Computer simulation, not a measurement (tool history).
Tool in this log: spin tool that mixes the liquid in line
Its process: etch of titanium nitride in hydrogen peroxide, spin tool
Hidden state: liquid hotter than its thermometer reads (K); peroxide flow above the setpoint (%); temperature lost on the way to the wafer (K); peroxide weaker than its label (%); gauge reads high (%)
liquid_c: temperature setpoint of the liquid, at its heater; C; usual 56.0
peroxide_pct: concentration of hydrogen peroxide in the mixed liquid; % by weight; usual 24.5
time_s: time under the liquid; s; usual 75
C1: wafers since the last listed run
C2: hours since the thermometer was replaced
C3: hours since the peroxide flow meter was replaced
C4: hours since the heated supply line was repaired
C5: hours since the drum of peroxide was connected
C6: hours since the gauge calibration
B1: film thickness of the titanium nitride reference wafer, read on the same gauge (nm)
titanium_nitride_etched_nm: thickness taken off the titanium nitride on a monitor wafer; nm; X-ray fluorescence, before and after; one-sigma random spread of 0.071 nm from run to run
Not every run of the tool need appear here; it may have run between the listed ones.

Run 1, day 0.000: usual settings but liquid_c 60.5 C; C1 0; C2 1177.4; C3 1258.6; C4 2501.6; C5 176.1; C6 2889.3; B1 129.99. Result: titanium_nitride_etched_nm 11.89 nm.
At day 1.171: gauge calibrated.
Run 2, day 3.854: usual settings; C1 1131; C2 1269.9; C3 1351.1; C4 2594.1; C5 268.6; C6 64.4; B1 130.03. Result: titanium_nitride_etched_nm 8.75 nm.
At day 4.754: heated supply line repaired.
Run 3, day 7.767: usual settings; C1 1136; C2 1363.8; C3 1445.0; C4 72.3; C5 362.5; C6 158.3; B1 130.02. Result: titanium_nitride_etched_nm 8.95 nm.
Run 4, day 11.558: usual settings; C1 1113; C2 1454.8; C3 1536.0; C4 163.3; C5 453.5; C6 249.3; B1 130.01. Result: titanium_nitride_etched_nm 8.88 nm.
Run 5, day 14.667: usual settings; C1 912; C2 1529.4; C3 1610.6; C4 237.9; C5 528.1; C6 323.9; B1 130.04. Result: titanium_nitride_etched_nm 9.07 nm.
Run 6, day 16.592: usual settings; C1 565; C2 1575.6; C3 1656.8; C4 284.1; C5 574.3; C6 370.1; B1 130.02. Result: titanium_nitride_etched_nm 8.85 nm.
Run 7, day 18.379: usual settings but liquid_c 52.0 C, peroxide_pct 18.0 % by weight, time_s 55 s; C1 524; C2 1618.5; C3 1699.7; C4 327.0; C5 617.2; C6 413.0; B1 129.93. Result: titanium_nitride_etched_nm 4.71 nm.
Run 8, day 20.362: usual settings but liquid_c 60.5 C; C1 582; C2 1666.1; C3 1747.3; C4 374.6; C5 664.8; C6 460.6; B1 130.00. Result: titanium_nitride_etched_nm 12.26 nm.
At day 20.850: peroxide flow meter replaced.
Run 9, day 23.929: usual settings but liquid_c 53.0 C, peroxide_pct 30.0 % by weight; C1 1035; C2 1751.7; C3 73.9; C4 460.2; C5 750.4; C6 546.2; B1 129.97. Result: titanium_nitride_etched_nm 7.59 nm.
Run 10, day 25.504: usual settings but time_s 115 s; C1 462; C2 1789.5; C3 111.7; C4 498.0; C5 788.2; C6 584.0; B1 129.94. Result: titanium_nitride_etched_nm 13.57 nm.
Run 11, day 27.742: usual settings but peroxide_pct 28.0 % by weight, time_s 100 s; C1 657; C2 1843.2; C3 165.4; C4 551.7; C5 841.9; C6 637.7; B1 130.00. Result: titanium_nitride_etched_nm 12.48 nm.
Run 12, day 33.954: usual settings but peroxide_pct 18.0 % by weight; C1 1824; C2 1992.3; C3 314.5; C4 700.8; C5 991.0; C6 786.8; B1 129.97. Result: titanium_nitride_etched_nm 8.46 nm.
Run 13, day 36.425: usual settings but peroxide_pct 29.0 % by weight, time_s 55 s; C1 725; C2 2051.6; C3 373.8; C4 760.1; C5 1050.3; C6 846.1; B1 129.99. Result: titanium_nitride_etched_nm 6.91 nm.
Run 14, day 39.596: usual settings but liquid_c 48.5 C; C1 931; C2 2127.7; C3 449.9; C4 836.2; C5 1126.4; C6 922.2; B1 130.00. Result: titanium_nitride_etched_nm 5.35 nm.
At day 40.679: thermometer replaced.
Run 15, day 41.454: usual settings but liquid_c 61.0 C, peroxide_pct 21.0 % by weight, time_s 110 s; C1 533; C2 18.6; C3 494.5; C4 880.8; C5 1171.0; C6 966.8; B1 130.03. Result: titanium_nitride_etched_nm 16.62 nm.
At day 42.138: new drum of peroxide connected.
Run 16, day 44.433: usual settings but peroxide_pct 18.5 % by weight, time_s 40 s; C1 862; C2 90.1; C3 566.0; C4 952.3; C5 55.1; C6 1038.3; B1 130.05. Result: titanium_nitride_etched_nm 4.15 nm.
Run 17, day 48.292: usual settings; C1 1133; C2 182.7; C3 658.6; C4 1044.9; C5 147.7; C6 1130.9; B1 130.01. Result: titanium_nitride_etched_nm 8.30 nm.
Run 18, day 50.792: usual settings; C1 734; C2 242.7; C3 718.6; C4 1104.9; C5 207.7; C6 1190.9; B1 129.98. Result: titanium_nitride_etched_nm 8.52 nm.
Run 19, day 53.358: usual settings but liquid_c 65.0 C, peroxide_pct 30.0 % by weight; C1 753; C2 304.3; C3 780.2; C4 1166.5; C5 269.3; C6 1252.5; B1 129.97. Result: titanium_nitride_etched_nm 16.12 nm.
Run 20, day 57.658: usual settings but peroxide_pct 30.0 % by weight; C1 1262; C2 407.5; C3 883.4; C4 1269.7; C5 372.5; C6 1355.7; B1 129.98. Result: titanium_nitride_etched_nm 8.90 nm.
Run 21, day 62.150: usual settings but time_s 120 s; C1 1319; C2 515.3; C3 991.2; C4 1377.5; C5 480.3; C6 1463.5; B1 129.99. Result: titanium_nitride_etched_nm 13.68 nm.
Run 22, day 64.025: usual settings but liquid_c 47.5 C, time_s 60 s; C1 550; C2 560.3; C3 1036.2; C4 1422.5; C5 525.3; C6 1508.5; B1 129.98. Result: titanium_nitride_etched_nm 3.71 nm.
Run 23, day 67.954: usual settings but peroxide_pct 20.5 % by weight, time_s 55 s; C1 1153; C2 654.6; C3 1130.5; C4 1516.8; C5 619.6; C6 1602.8; B1 129.96. Result: titanium_nitride_etched_nm 6.01 nm.
Run 24, day 71.821: usual settings but liquid_c 48.5 C; C1 1135; C2 747.4; C3 1223.3; C4 1609.6; C5 712.4; C6 1695.6; B1 130.00. Result: titanium_nitride_etched_nm 5.09 nm.

Some steps in titanium_nitride_etched_nm between neighbouring runs. How much of each would the tool show without its hidden state too (settings, what came in, random variation), and how much is left for the hidden state, with any gauge scatter that isn't in both results?
Run 7 -> 8: liquid_c 52.0 -> 60.5, peroxide_pct 18.0 -> 24.5, time_s 55 -> 75. titanium_nitride_etched_nm +7.55 nm: hidden state +0.53, all else +7.02.
Run 9 -> 10: liquid_c 53.0 -> 56.0, peroxide_pct 30.0 -> 24.5, time_s 75 -> 115. titanium_nitride_etched_nm +5.98 nm: hidden state +0.47, all else +5.51.
Run 14 -> 15: liquid_c 48.5 -> 61.0, peroxide_pct 24.5 -> 21.0, time_s 75 -> 110, thermometer replaced. titanium_nitride_etched_nm +11.27 nm: hidden state -0.42, all else +11.69.
Run 15 -> 16: liquid_c 61.0 -> 56.0, peroxide_pct 21.0 -> 18.5, time_s 110 -> 40, new drum of peroxide connected. titanium_nitride_etched_nm -12.47 nm: hidden state -0.05, all else -12.42.

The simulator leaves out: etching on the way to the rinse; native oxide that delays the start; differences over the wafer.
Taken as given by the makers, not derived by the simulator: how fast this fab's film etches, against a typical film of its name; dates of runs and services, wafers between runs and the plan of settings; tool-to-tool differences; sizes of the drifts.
